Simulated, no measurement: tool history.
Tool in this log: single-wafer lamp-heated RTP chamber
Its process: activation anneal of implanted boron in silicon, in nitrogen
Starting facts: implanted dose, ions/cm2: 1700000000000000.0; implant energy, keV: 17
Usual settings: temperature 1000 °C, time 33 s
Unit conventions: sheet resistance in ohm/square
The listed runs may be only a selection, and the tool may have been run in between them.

| run | day | temperature | time | read-back reference wafer on the same gauge, sheet resistance | sheet resistance |
|---|---|---|---|---|---|
| 1 | 0.000 | 1000 | 33 | 80.33 | 88.67 |
| 2 | 1.808 | 1000 | 33 | 80.28 | 87.81 |
|  | 11.788 | pyrometer window cleaned and pyrometer calibrated |
|  | 13.088 | reflector plate cleaned |
| 3 | 13.296 | 1000 | 33 | 80.21 | 89.69 |
| 4 | 16.154 | 1000 | 33 | 80.30 | 88.48 |
| 5 | 18.367 | 1000 | 33 | 80.27 | 87.86 |
| 6 | 22.708 | 1000 | 33 | 80.30 | 87.18 |
| 7 | 24.700 | 1000 | 33 | 80.32 | 87.44 |
|  | 27.125 | pyrometer window cleaned and pyrometer calibrated |
|  | 27.271 | reflector plate cleaned |
| 8 | 27.412 | 978 | 22 | 80.31 | 101.55 |
|  | 28.512 | gauge calibrated |
| 9 | 30.850 | 1009 | 33 | 80.27 | 85.61 |
| 10 | 32.992 | 1009 | 33 | 80.27 | 85.27 |
| 11 | 36.842 | 1028 | 50 | 80.35 | 79.39 |
| 12 | 40.525 | 985 | 33 | 80.33 | 92.27 |
|  | 42.312 | pyrometer window cleaned and pyrometer calibrated |
|  | 43.604 | reflector plate cleaned |
| 13 | 43.712 | 1009 | 33 | 80.33 | 86.91 |
| 14 | 47.233 | 1000 | 33 | 80.35 | 88.29 |
| 15 | 51.521 | 975 | 15 | 80.37 | 101.69 |
| 16 | 54.679 | 1015 | 27 | 80.38 | 84.12 |
|  | 55.250 | pyrometer window cleaned and pyrometer calibrated |
|  | 60.375 | reflector plate cleaned |
| 17 | 61.338 | 1022 | 17 | 80.26 | 85.10 |
| 18 | 63.625 | 1018 | 26 | 80.28 | 84.27 |

Run 19 comes next. What will it give?
| 19 | 66.138 | 1000 | 49 | ? | ? |

read-back reference wafer on the same gauge, sheet resistance: 80.27
sheet resistance: 85.60 ohm/square
Were there no unlogged condition in the tool, this run, its random variation unchanged, would have produced sheet resistance 87.81 ohm/square.
